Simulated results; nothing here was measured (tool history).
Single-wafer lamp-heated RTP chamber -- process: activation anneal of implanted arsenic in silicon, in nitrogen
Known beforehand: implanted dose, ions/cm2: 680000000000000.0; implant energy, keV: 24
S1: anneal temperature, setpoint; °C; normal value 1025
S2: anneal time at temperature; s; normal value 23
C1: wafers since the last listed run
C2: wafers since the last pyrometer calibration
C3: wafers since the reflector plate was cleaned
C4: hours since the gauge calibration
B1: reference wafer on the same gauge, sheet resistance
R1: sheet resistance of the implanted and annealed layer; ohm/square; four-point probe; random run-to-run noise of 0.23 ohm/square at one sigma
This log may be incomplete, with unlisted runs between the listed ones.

run	hour	S1	S2	C1	C2	C3	C4	B1	R1
1	0	1025	32	0	1175	3989	605.2	175.01	152.61
2	13.2	1025	32	155	1330	4144	618.4	175.03	153.1
3	48.2	1025	32	411	1741	4555	653.4	174.97	152.65
4	71	1025	23	267	2009	4823	676.2	174.97	154.46
5	98.4	1025	23	321	2331	5145	703.6	174.99	154.48
6	131.4	1025	23	387	2718	5532	736.6	175.01	153.95
7	146.3	1025	16	175	2893	5707	751.5	174.96	156.3
8	178.8	1025	16	381	3275	6089	784	175	155.77
9	196.7	1025	16	210	3485	6299	801.9	174.96	155.91
10	215.1	1025	23	216	3701	6515	820.3	174.97	153.72
# hour 243.3: pyrometer window cleaned and pyrometer calibrated
11	243.8	1025	23	243	5	6759	849	175.05	154.42
12	261.7	1025	23	210	215	6969	866.9	174.95	154.78
13	282.6	1025	23	245	461	7214	887.8	175.02	154.4
14	301.3	1025	23	219	680	7434	906.5	175.01	154.43
# hour 316.3: reflector plate cleaned
15	352.8	1025	23	510	1191	428	958	174.96	155.29
16	368.4	1035	23	183	1375	611	973.6	174.98	153.94
17	397.4	1049	13	340	1715	952	1002.6	174.99	155.51
18	416.9	1047	30	229	1944	1181	1022.1	174.97	150.03
19	447.4	1054	32	358	2303	1539	1052.6	174.97	147.77
20	470.3	1017	17	268	2571	1808	1075.5	175.03	157.3
21	493.1	999	10	267	2839	2076	1098.3	174.99	162.99
22	523.2	996	10	353	3193	2429	1128.4	174.98	163.51
# hour 546.1: gauge calibrated
23	546.3	1044	13	271	3464	2701	0.2	175.04	155.01

Run 24 comes next. What will it give?
# hour 573.6: pyrometer window cleaned and pyrometer calibrated
24	574.1	1013	23	232	5	2933	28	?	?

B1: 174.97
R1: 156.83 ohm/square
With no hidden state in the tool, this same run would have given R1 157.46 ohm/square.
